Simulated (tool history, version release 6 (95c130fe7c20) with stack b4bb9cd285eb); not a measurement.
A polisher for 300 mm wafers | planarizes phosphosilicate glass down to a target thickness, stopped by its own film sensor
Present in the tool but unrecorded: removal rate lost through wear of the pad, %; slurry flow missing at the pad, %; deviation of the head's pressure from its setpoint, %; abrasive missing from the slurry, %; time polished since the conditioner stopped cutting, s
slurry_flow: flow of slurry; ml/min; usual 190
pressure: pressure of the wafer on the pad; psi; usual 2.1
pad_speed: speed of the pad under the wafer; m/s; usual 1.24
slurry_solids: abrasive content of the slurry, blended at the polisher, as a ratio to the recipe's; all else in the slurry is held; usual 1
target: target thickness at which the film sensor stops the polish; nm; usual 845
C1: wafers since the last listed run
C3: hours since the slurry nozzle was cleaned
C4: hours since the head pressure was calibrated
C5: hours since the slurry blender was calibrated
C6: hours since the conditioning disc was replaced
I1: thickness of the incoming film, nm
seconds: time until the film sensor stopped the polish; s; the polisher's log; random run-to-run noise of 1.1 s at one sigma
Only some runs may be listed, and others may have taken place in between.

run 1 hour=0 | slurry_flow=190 pressure=2.1 pad_speed=1.24 slurry_solids=1 target=845 | C1=0 wafers_polished_on_this_pad=1711 C3=308.5 C4=542.5 C5=335.6 C6=240.2 | I1=1515.1 | seconds=121.4
run 2 hour=60 | slurry_flow=190 pressure=2.1 pad_speed=1.42 slurry_solids=0.8 target=845 | C1=289 wafers_polished_on_this_pad=2001 C3=368.5 C4=602.5 C5=395.6 C6=300.2 | I1=1514.9 | seconds=130.3
-- hour=109.7 worn pad replaced by a new one
run 3 hour=114.4 | slurry_flow=190 pressure=2.1 pad_speed=1.46 slurry_solids=0.85 target=947 | C1=243 wafers_polished_on_this_pad=22 C3=422.9 C4=656.9 C5=450 C6=354.6 | I1=1538.6 | seconds=107.3
-- hour=140 slurry blender recalibrated
run 4 hour=169.1 | slurry_flow=190 pressure=1.6 pad_speed=1.24 slurry_solids=1 target=845 | C1=254 wafers_polished_on_this_pad=276 C3=477.6 C4=711.6 C5=29.1 C6=409.3 | I1=1526.7 | seconds=148
-- hour=176.7 slurry nozzle cleaned
-- hour=212.1 conditioning disc replaced and pad reconditioned
run 5 hour=225.7 | slurry_flow=190 pressure=2.1 pad_speed=1 slurry_solids=0.85 target=845 | C1=258 wafers_polished_on_this_pad=535 C3=49 C4=768.2 C5=85.7 C6=13.6 | I1=1491.8 | seconds=142
run 6 hour=276 | slurry_flow=190 pressure=1.7 pad_speed=1.6 slurry_solids=1 target=845 | C1=242 wafers_polished_on_this_pad=777 C3=99.3 C4=818.5 C5=136 C6=63.9 | I1=1511.9 | seconds=103.7
run 7 hour=313.1 | slurry_flow=190 pressure=2.1 pad_speed=1.24 slurry_solids=1 target=845 | C1=178 wafers_polished_on_this_pad=956 C3=136.4 C4=855.6 C5=173.1 C6=101 | I1=1506.5 | seconds=113.4
run 8 hour=337.9 | slurry_flow=190 pressure=2.1 pad_speed=1.24 slurry_solids=1 target=845 | C1=119 wafers_polished_on_this_pad=1076 C3=161.2 C4=880.4 C5=197.9 C6=125.8 | I1=1495.4 | seconds=111.1
run 9 hour=374.5 | slurry_flow=160 pressure=2.1 pad_speed=1.4 slurry_solids=1.3 target=691 | C1=176 wafers_polished_on_this_pad=1252 C3=197.8 C4=917 C5=234.5 C6=162.4 | I1=1495.7 | seconds=115.1
run 10 hour=425.3 | slurry_flow=190 pressure=2.1 pad_speed=1.6 slurry_solids=1 target=845 | C1=245 wafers_polished_on_this_pad=1497 C3=248.6 C4=967.8 C5=285.3 C6=213.2 | I1=1498.6 | seconds=93.4
run 11 hour=483.4 | slurry_flow=190 pressure=2.1 pad_speed=1.24 slurry_solids=1 target=845 | C1=280 wafers_polished_on_this_pad=1778 C3=306.7 C4=1025.9 C5=343.4 C6=271.3 | I1=1492.9 | seconds=114.7
run 12 hour=525.6 | slurry_flow=190 pressure=2.1 pad_speed=1.24 slurry_solids=1 target=845 | C1=203 wafers_polished_on_this_pad=1981 C3=348.9 C4=1068.1 C5=385.6 C6=313.5 | I1=1527.9 | seconds=123
-- hour=533.6 head pressure recalibrated
run 13 hour=581.7 | slurry_flow=190 pressure=2.1 pad_speed=1.24 slurry_solids=1 target=845 | C1=260 wafers_polished_on_this_pad=2242 C3=405 C4=48.1 C5=441.7 C6=369.6 | I1=1511.7 | seconds=123.3
-- hour=589.2 slurry blender recalibrated
run 14 hour=621 | slurry_flow=190 pressure=2.1 pad_speed=1.24 slurry_solids=1 target=845 | C1=179 wafers_polished_on_this_pad=2422 C3=444.3 C4=87.4 C5=31.8 C6=408.9 | I1=1514.2 | seconds=121.6
-- hour=654.9 worn pad replaced by a new one
-- hour=676 slurry nozzle cleaned
run 15 hour=679 | slurry_flow=155 pressure=2.1 pad_speed=1.58 slurry_solids=1.25 target=905 | C1=255 wafers_polished_on_this_pad=111 C3=3 C4=145.4 C5=89.8 C6=466.9 | I1=1528.3 | seconds=76.1
-- hour=733.2 conditioning disc replaced and pad reconditioned
run 16 hour=747.1 | slurry_flow=145 pressure=2.1 pad_speed=1.24 slurry_solids=1 target=845 | C1=318 wafers_polished_on_this_pad=430 C3=71.1 C4=213.5 C5=157.9 C6=13.9 | I1=1508.9 | seconds=114.9
run 17 hour=816.4 | slurry_flow=190 pressure=2.1 pad_speed=1.24 slurry_solids=1 target=845 | C1=334 wafers_polished_on_this_pad=764 C3=140.4 C4=282.8 C5=227.2 C6=83.2 | I1=1509.3 | seconds=112.2
run 18 hour=881.8 | slurry_flow=125 pressure=2.1 pad_speed=1.24 slurry_solids=1.2 target=845 | C1=315 wafers_polished_on_this_pad=1079 C3=205.8 C4=348.2 C5=292.6 C6=148.6 | I1=1507.6 | seconds=116.3
run 19 hour=1021.5 | slurry_flow=155 pressure=2.1 pad_speed=0.92 slurry_solids=0.8 target=678 | C1=673 wafers_polished_on_this_pad=1753 C3=345.5 C4=487.9 C5=432.3 C6=288.3 | I1=1515.1 | seconds=233.6
-- hour=1057.7 slurry blender recalibrated
run 20 hour=1058.1 | slurry_flow=190 pressure=1.5 pad_speed=1.24 slurry_solids=1 target=750 | C1=166 wafers_polished_on_this_pad=1920 C3=382.1 C4=524.5 C5=0.4 C6=324.9 | I1=1516.5 | seconds=161.7
run 21 hour=1105.6 | slurry_flow=190 pressure=2.1 pad_speed=1.24 slurry_solids=1 target=845 | C1=229 wafers_polished_on_this_pad=2149 C3=429.6 C4=572 C5=47.9 C6=372.4 | I1=1515.3 | seconds=117.5
-- hour=1124.8 slurry nozzle cleaned
run 22 hour=1138.7 | slurry_flow=190 pressure=1.8 pad_speed=1.56 slurry_solids=0.9 target=672 | C1=154 wafers_polished_on_this_pad=2304 C3=13.9 C4=605.1 C5=81 C6=405.5 | I1=1513.8 | seconds=133.4
-- hour=1184.8 conditioning disc replaced and pad reconditioned
-- hour=1189.1 worn pad replaced by a new one
run 23 hour=1192.8 | slurry_flow=190 pressure=1.8 pad_speed=1.24 slurry_solids=1 target=628 | C1=231 wafers_polished_on_this_pad=18 C3=68 C4=659.2 C5=135.1 C6=8 | I1=1495.6 | seconds=152.8
run 24 hour=1243.7 | slurry_flow=190 pressure=2.1 pad_speed=1.48 slurry_solids=1 target=845 | C1=245 wafers_polished_on_this_pad=263 C3=118.9 C4=710.1 C5=186 C6=58.9 | I1=1543.6 | seconds=103.1

Measured result minus the same run's result without the hidden state. Both carry the same run-to-run variation, though not necessarily the same gauge scatter:
run=1 seconds=+14.5
run=2 seconds=+16.8
run=3 seconds=+14.5
run=4 seconds=+20.8
run=5 seconds=+4.5
run=6 seconds=+5.3
run=7 seconds=+7.3
run=8 seconds=+8
run=9 seconds=+11.2
run=10 seconds=+8.8
run=11 seconds=+12.1
run=12 seconds=+13.9
run=13 seconds=+14.7
run=14 seconds=+15
run=15 seconds=+0.4
run=16 seconds=+4.4
run=17 seconds=+5.7
run=18 seconds=+11.7
run=19 seconds=+25.8
run=20 seconds=+15.4
run=21 seconds=+11.7
run=22 seconds=+1.7
run=23 seconds=+5.1
run=24 seconds=+5.2
